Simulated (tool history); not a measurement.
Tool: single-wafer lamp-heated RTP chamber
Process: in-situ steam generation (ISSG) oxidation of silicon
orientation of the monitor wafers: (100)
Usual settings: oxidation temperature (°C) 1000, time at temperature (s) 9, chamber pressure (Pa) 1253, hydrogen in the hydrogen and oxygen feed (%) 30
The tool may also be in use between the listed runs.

run,hour,oxidation temperature (°C),time at temperature (s),chamber pressure (Pa),hydrogen in the hydrogen and oxygen feed (%),"read-back reference wafer on the same gauge, thickness",oxide thickness on the monitor wafer (Å)
1,0,1000,9,1253,30,4.13,40.97
2,90.6,1000,9,1253,30,4.128,41.06
# hour 155.8: pyrometer window cleaned and pyrometer calibrated
3,170.4,1000,9,1253,30,4.128,40.39
4,238.2,1000,9,1253,30,4.131,40.61
5,516.1,1000,9,1253,30,4.131,40.91
6,562.4,1000,9,1253,30,4.13,40.9
7,655,1000,9,1253,30,4.132,41.02
# hour 695.2: pyrometer window cleaned and pyrometer calibrated
8,822.1,1000,9,1253,30,4.131,40.97
9,887.9,1000,9,1253,30,4.127,41.02
10,959,1000,9,1253,30,4.127,41.29
11,1050.4,1000,7,1253,30,4.134,37.08
12,1092.8,1000,10,1253,30,4.131,43.03
13,1153.9,1000,10,1253,30,4.132,43.01
# hour 1221.9: gauge calibrated
# hour 1238.9: pyrometer window cleaned and pyrometer calibrated
# hour 1262.5: hydrogen flow controller replaced
14,1263,1000,10,1253,30,4.129,42.45
15,1306.1,1016,9,1253,32,4.13,43.49
16,1345.1,1000,11,1253,32,4.132,45.2
17,1400.1,1013,8,1253,30,4.128,40.58
18,1490.6,991,11,1253,30,4.132,43.36
19,1565.6,1000,6,1253,30,4.131,35
20,1626.6,1000,9,1360,32,4.132,41.04
# hour 1680.4: pyrometer window cleaned and pyrometer calibrated
21,1680.9,1000,9,1253,30,4.13,40.26
# hour 1733.2: pressure gauge zeroed
22,1739.1,1000,6,1253,25,4.13,32.87
23,1833.6,986,9,1253,30,4.134,39.03
24,1870.3,982,9,1253,30,4.129,38.89
25,1916.9,1000,9,1253,30,4.13,40.96
26,2021,989,9,1253,32,4.132,40.47
# hour 2106.2: pyrometer window cleaned and pyrometer calibrated
27,2337,1008,9,1253,30,4.131,42.19
28,2381,1000,9,1253,30,4.129,41.12

Forecast each of these 4 alternatives for the next run:
A,2381.4,1000,9,1253,30,?,?
B,2381.4,988,9,1253,30,?,?
C,2381.4,1000,7,1067,30,?,?
D,2381.4,983,9,1253,25,?,?

run,"read-back reference wafer on the same gauge, thickness",oxide thickness on the monitor wafer (Å)
A,4.128,41.14
B,4.128,39.64
C,4.128,38.01
D,4.128,37.27
Without the tool's hidden state the same runs would have given:
run,oxide thickness on the monitor wafer (Å)
A,40.32
B,38.92
C,37.33
D,36.62
